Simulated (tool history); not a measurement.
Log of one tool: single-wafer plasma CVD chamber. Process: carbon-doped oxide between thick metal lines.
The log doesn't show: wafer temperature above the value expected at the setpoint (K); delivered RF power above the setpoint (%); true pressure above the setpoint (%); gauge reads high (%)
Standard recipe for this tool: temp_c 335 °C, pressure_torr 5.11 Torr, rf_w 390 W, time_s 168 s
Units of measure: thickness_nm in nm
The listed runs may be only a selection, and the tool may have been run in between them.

run,hour,temp_c,pressure_torr,rf_w,time_s,wafers since the last listed run,hours since the last thermocouple change,hours since the last RF generator calibration,hours since the last manometer calibration,hours since the showerhead was replaced,hours since the gauge calibration,"read-back reference wafer on the same gauge, thickness_nm",thickness_nm
1,0.0,335,5.11,390,168,0,1441.0,977.1,1360.7,3238.6,181.0,745.898,787.517
# hour 29.4: gauge calibrated
2,34.2,335,5.11,390,168,340,1475.2,1011.3,1394.9,3272.8,4.8,750.553,798.706
3,50.9,335,6.00,390,168,166,1491.9,1028.0,1411.6,3289.5,21.5,750.180,812.122
4,74.2,335,6.00,390,168,232,1515.2,1051.3,1434.9,3312.8,44.8,748.713,804.422
5,91.3,335,5.11,390,168,170,1532.3,1068.4,1452.0,3329.9,61.9,748.369,794.465
6,111.3,335,5.11,390,168,199,1552.3,1088.4,1472.0,3349.9,81.9,748.362,791.379
7,143.4,335,5.11,390,168,320,1584.4,1120.5,1504.1,3382.0,114.0,747.072,788.625
8,170.4,335,4.70,390,168,269,1611.4,1147.5,1531.1,3409.0,141.0,746.249,782.378
# hour 221.2: showerhead replaced
9,228.4,335,5.11,370,168,498,1669.4,1205.5,1589.1,7.2,199.0,744.320,757.459
# hour 251.2: gauge calibrated
10,257.7,335,5.11,390,168,292,1698.7,1234.8,1618.4,36.5,6.5,751.431,794.238
11,281.6,325,5.11,390,168,238,1722.6,1258.7,1642.3,60.4,30.4,750.634,816.945
# hour 296.2: RF generator calibrated
# hour 296.8: thermocouple changed; heater temperature recalibrated
# hour 306.9: capacitance manometer re-zeroed and calibrated
12,307.4,335,5.11,390,168,91,10.6,11.2,0.5,86.2,56.2,750.226,793.841
13,329.7,335,5.11,390,168,222,32.9,33.5,22.8,108.5,78.5,749.601,794.111
14,358.5,335,5.11,325,168,287,61.7,62.3,51.6,137.3,107.3,748.345,685.511
15,390.5,331,5.11,390,168,319,93.7,94.3,83.6,169.3,139.3,747.115,800.193

Below are 4 alternative next runs, each starting from the tool's condition after run 15. Predict each:
A,390.9,335,5.11,335,168,3,94.1,94.7,84.0,169.7,139.7,?,?
B,390.9,344,5.62,390,168,3,94.1,94.7,84.0,169.7,139.7,?,?
C,390.9,335,5.11,350,168,3,94.1,94.7,84.0,169.7,139.7,?,?
D,390.9,327,4.70,345,182,3,94.1,94.7,84.0,169.7,139.7,?,?

run,"read-back reference wafer on the same gauge, thickness_nm",thickness_nm
A,747.511,702.263
B,747.511,781.537
C,747.511,727.192
D,747.511,789.620
Take away the tool's hidden state, keep each run's random variation, and the runs would have read:
run,thickness_nm
A,705.581
B,785.229
C,730.628
D,793.350

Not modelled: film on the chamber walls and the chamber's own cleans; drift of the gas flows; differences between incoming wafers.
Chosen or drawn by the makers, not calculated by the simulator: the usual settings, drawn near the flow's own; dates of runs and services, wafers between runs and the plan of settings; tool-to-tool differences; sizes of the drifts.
